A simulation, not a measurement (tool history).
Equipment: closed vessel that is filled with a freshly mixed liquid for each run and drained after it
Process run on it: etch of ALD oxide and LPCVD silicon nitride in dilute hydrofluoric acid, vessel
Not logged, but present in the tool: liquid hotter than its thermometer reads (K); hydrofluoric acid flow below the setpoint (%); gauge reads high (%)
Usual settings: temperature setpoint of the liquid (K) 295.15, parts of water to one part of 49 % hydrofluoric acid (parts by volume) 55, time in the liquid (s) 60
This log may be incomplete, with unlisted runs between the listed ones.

run    hour  temperature setpoint of the liquid (K)  parts of water to one part of 49 % hydrofluoric acid (parts by volume)  time in the liquid (s)  wafers since the last listed run  hours since the thermometer was replaced  hours since the hydrofluoric acid flow meter was replaced  hours since the gauge calibration  read-back film thickness of the ALD oxide reference wafer, read on the same gauge (nm)  read-back film thickness of the LPCVD silicon nitride reference wafer, read on the same gauge (nm)  thickness taken off the ALD oxide on a monitor wafer (angstrom)  thickness taken off the LPCVD silicon nitride on a monitor wafer (angstrom)
  1       0                                  298.65                                                                      55                      60                                 0                                    2308.3                                                      417.5                              487.7                                                                                      60                                                                                              119.96                                                            419.2                                                                         4.72
  2    33.7                                  298.65                                                                      55                      60                              2166                                      2342                                                      451.2                              521.4                                                                                   60.01                                                                                             120.023                                                            420.8                                                                         4.64
       57.8  -- hydrofluoric acid flow meter replaced
  3    71.7                                  298.65                                                                      55                      60                              2378                                      2380                                                       13.9                              559.4                                                                                   60.01                                                                                              119.98                                                            418.8                                                                         5.12
  4   142.9                                  292.65                                                                      55                      60                              4576                                    2451.2                                                       85.1                              630.6                                                                                   59.96                                                                                             120.021                                                            324.8                                                                            3
  5   188.9                                  292.65                                                                      55                      60                              2956                                    2497.2                                                      131.1                              676.6                                                                                   59.94                                                                                             120.028                                                            330.3                                                                         3.05
  6   257.4                                  295.15                                                                      55                      75                              4402                                    2565.7                                                      199.6                              745.1                                                                                      60                                                                                                 120                                                              453                                                                         3.94
  7   340.9                                  295.15                                                                      55                      75                              5366                                    2649.2                                                      283.1                              828.6                                                                                      60                                                                                             119.998                                                            457.6                                                                         4.41
  8   411.3                                  295.15                                                                      55                      75                              4524                                    2719.6                                                      353.5                                899                                                                                   59.98                                                                                              120.04                                                            449.1                                                                         4.63
  9   461.4                                  295.15                                                                      55                      60                              3220                                    2769.7                                                      403.6                              949.1                                                                                   60.02                                                                                             120.042                                                            360.8                                                                         3.73
 10   558.8                                  293.65                                                                      55                      60                              6260                                    2867.1                                                        501                             1046.5                                                                                   59.98                                                                                             120.012                                                            341.3                                                                         3.12
 11   587.7                                  295.15                                                                      45                      90                              1857                                      2896                                                      529.9                             1075.4                                                                                   59.98                                                                                              120.03                                                            672.3                                                                         6.09
 12   636.8                                  298.65                                                                      55                      75                              3155                                    2945.1                                                        579                             1124.5                                                                                   59.99                                                                                             120.023                                                            521.8                                                                         5.39
      677.8  -- hydrofluoric acid flow meter replaced
 13   688.8                                  295.15                                                                      55                      50                              3277                                    2997.1                                                         11                             1176.5                                                                                   60.01                                                                                             119.956                                                            301.9                                                                         3.02
 14   750.9                                  295.15                                                                      55                      60                              3991                                    3059.2                                                       73.1                             1238.6                                                                                   59.96                                                                                             119.991                                                            359.3                                                                          3.1
 15   782.8                                  295.15                                                                      55                      80                              2050                                    3091.1                                                        105                             1270.5                                                                                      60                                                                                             120.007                                                            488.2                                                                          4.4
      817.1  -- gauge calibrated
 16   842.3                                  299.65                                                                      55                      80                              3824                                    3150.6                                                      164.5                               25.2                                                                                   60.02                                                                                             120.007                                                            579.5                                                                         6.31
 17   889.6                                  297.65                                                                      55                      60                              3040                                    3197.9                                                      211.8                               72.5                                                                                      60                                                                                             119.973                                                            405.1                                                                         4.38
 18     954                                  295.15                                                                      55                      50                              4139                                    3262.3                                                      276.2                              136.9                                                                                   59.99                                                                                             119.985                                                            302.4                                                                         3.16
      964.9  -- thermometer replaced
 19   996.4                                  291.65                                                                      75                      70                              2660                                      31.5                                                      318.6                              179.3                                                                                   59.99                                                                                             120.014                                                            265.4                                                                         2.33
 20    1030                                  293.15                                                                      65                      60                              2159                                      65.1                                                      352.2                              212.9                                                                                   59.98                                                                                             120.019                                                            280.7                                                                         2.69
 21  1057.7                                  295.15                                                                      55                      90                              1780                                      92.8                                                      379.9                              240.6                                                                                   60.02                                                                                             120.012                                                            543.3                                                                         5.22
 22  1122.4                                  295.15                                                                      70                      30                              4158                                     157.5                                                      444.6                              305.3                                                                                      60                                                                                             119.988                                                              140                                                                         1.27
 23  1178.5                                  298.65                                                                      55                      60                              3605                                     213.6                                                      500.7                              361.4                                                                                   60.03                                                                                             119.979                                                            418.6                                                                         3.98
     1219.7  -- hydrofluoric acid flow meter replaced
 24  1220.2                                  295.15                                                                      75                      80                              2615                                     255.3                                                        0.5                              403.1                                                                                   59.98                                                                                             120.019                                                            345.6                                                                          3.5
 25  1287.3                                  295.15                                                                      70                      50                              4312                                     322.4                                                       67.6                              470.2                                                                                   60.01                                                                                             119.977                                                            231.7                                                                         2.35

What the log doesn't show, run by run:
liquid hotter than its thermometer reads (K): 0 at every run
hydrofluoric acid flow below the setpoint (%): 0 at every run
gauge reads high (%): 0 at every run
